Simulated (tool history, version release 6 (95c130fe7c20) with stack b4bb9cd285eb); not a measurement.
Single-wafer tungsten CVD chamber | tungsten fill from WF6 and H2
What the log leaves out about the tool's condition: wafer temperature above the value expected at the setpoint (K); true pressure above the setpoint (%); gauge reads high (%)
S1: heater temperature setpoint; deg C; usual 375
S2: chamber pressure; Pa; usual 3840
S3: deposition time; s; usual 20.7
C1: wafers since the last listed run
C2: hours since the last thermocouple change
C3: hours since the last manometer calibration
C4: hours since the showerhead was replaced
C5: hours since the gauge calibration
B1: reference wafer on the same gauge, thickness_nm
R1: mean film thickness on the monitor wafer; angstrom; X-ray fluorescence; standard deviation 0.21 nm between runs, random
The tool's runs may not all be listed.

run   hour   S1    S2    S3    C1      C2      C3      C4     C5      B1      R1
  1      0  375  3840  20.7     0  1560.9   988.9  5951.7  160.3  36.783  359.79
  2   34.6  375  3840  20.7   680  1595.5  1023.5  5986.3  194.9  36.803   359.2
  3   56.3  375  3840  20.7   426  1617.2  1045.2    6008  216.6   36.84  359.72
  4   69.8  378  3840  20.7   265  1630.7  1058.7  6021.5  230.1  36.708  382.12
  5   84.3  378  3840  20.7   285  1645.2  1073.2    6036  244.6  36.777  377.59
  6  103.5  378  3840  20.7   377  1664.4  1092.4  6055.2  263.8  36.789  379.15
  7  118.9  375  3840  20.7   302  1679.8  1107.8  6070.6  279.2  36.798  360.42
  8    147  369  3840  20.7   552  1707.9  1135.9  6098.7  307.3  36.843  321.59
  9  179.3  375  3840  20.7   635  1740.2  1168.2    6131  339.6  36.803  355.88
 10    197  375  4226  20.7   348  1757.9  1185.9  6148.7  357.3  36.778  376.91
 11  231.2  375  3840  20.7   672  1792.1  1220.1  6182.9  391.5  36.794   356.9
 12  259.3  375  3840  20.7   552  1820.2  1248.2    6211  419.6  36.716  357.23
 13    283  375  3840  20.7   466  1843.9  1271.9  6234.7  443.3  36.788  355.75
     299.2  -- gauge calibrated
 14    309  375  3840  20.7   511  1869.9  1297.9  6260.7    9.8  36.803  357.19
     350.8  -- showerhead replaced
 15  368.8  375  4306  19.3  1019  1929.7  1357.7      18   69.6  36.817   354.3
 16  395.8  381  4186  18.6   531  1956.7  1384.7      45   96.6  36.862   373.7
     404.9  -- thermocouple changed; heater temperature recalibrated
 17  424.2  375  3840  20.7   401    19.3  1413.1    73.4    125  36.802  356.55
 18  448.3  378  3840  20.7   474    43.4  1437.2    97.5  149.1  36.737  380.66
 19  554.5  375  3840  20.7  2089   149.6  1543.4   203.7  255.3  36.761  356.35
 20    588  366  3120  24.4   659   183.1  1576.9   237.2  288.8  36.779  320.33
     603.9  -- capacitance manometer re-zeroed and calibrated
 21  612.6  375  3840  24.6   326   207.7     8.7   261.8  313.4  36.752  427.46
 22  632.5  361  3840  20.7   391   227.6    28.6   281.7  333.3  36.807  276.01
 23    649  365  3573  18.7   324   244.1    45.1   298.2  349.8  36.771  257.84
 24  684.2  386  3840  16.6   692   279.3    80.3   333.4    385  36.783  350.01
 25  702.4  375  3840  20.7   358   297.5    98.5   351.6  403.2  36.804  360.61
 26  714.9  375  3840  20.7   245     310     111   364.1  415.7  36.811  355.34
 27  744.3  360  3160  20.7   578   339.4   140.4   393.5  445.1  36.822  246.19
 28  762.7  386  3840  18.8   361   357.8   158.8   411.9  463.5  36.774  395.14
 29  795.7  363  4160  19.4   649   390.8   191.8   444.9  496.5  36.802  279.08
     821.6  -- gauge calibrated
 30  831.1  375  4693  18.2   696   426.2   227.2   480.3    9.5  36.784  349.25

Branching from run 30: 3 alternative next runs. What would each branch give?
  A  831.5  375  3840  20.7   7  426.6  227.6  480.7  9.9   ?   ?
  B  831.5  365  3840  22.6   7  426.6  227.6  480.7  9.9   ?   ?
  C  831.5  368  4306  17.7   7  426.6  227.6  480.7  9.9   ?   ?

run      B1      R1
  A  36.809  358.49
  B  36.809  325.13
  C  36.809  285.53
With no hidden state in the tool, these same runs would have given:
run      R1
  A  358.49
  B  325.13
  C  285.53

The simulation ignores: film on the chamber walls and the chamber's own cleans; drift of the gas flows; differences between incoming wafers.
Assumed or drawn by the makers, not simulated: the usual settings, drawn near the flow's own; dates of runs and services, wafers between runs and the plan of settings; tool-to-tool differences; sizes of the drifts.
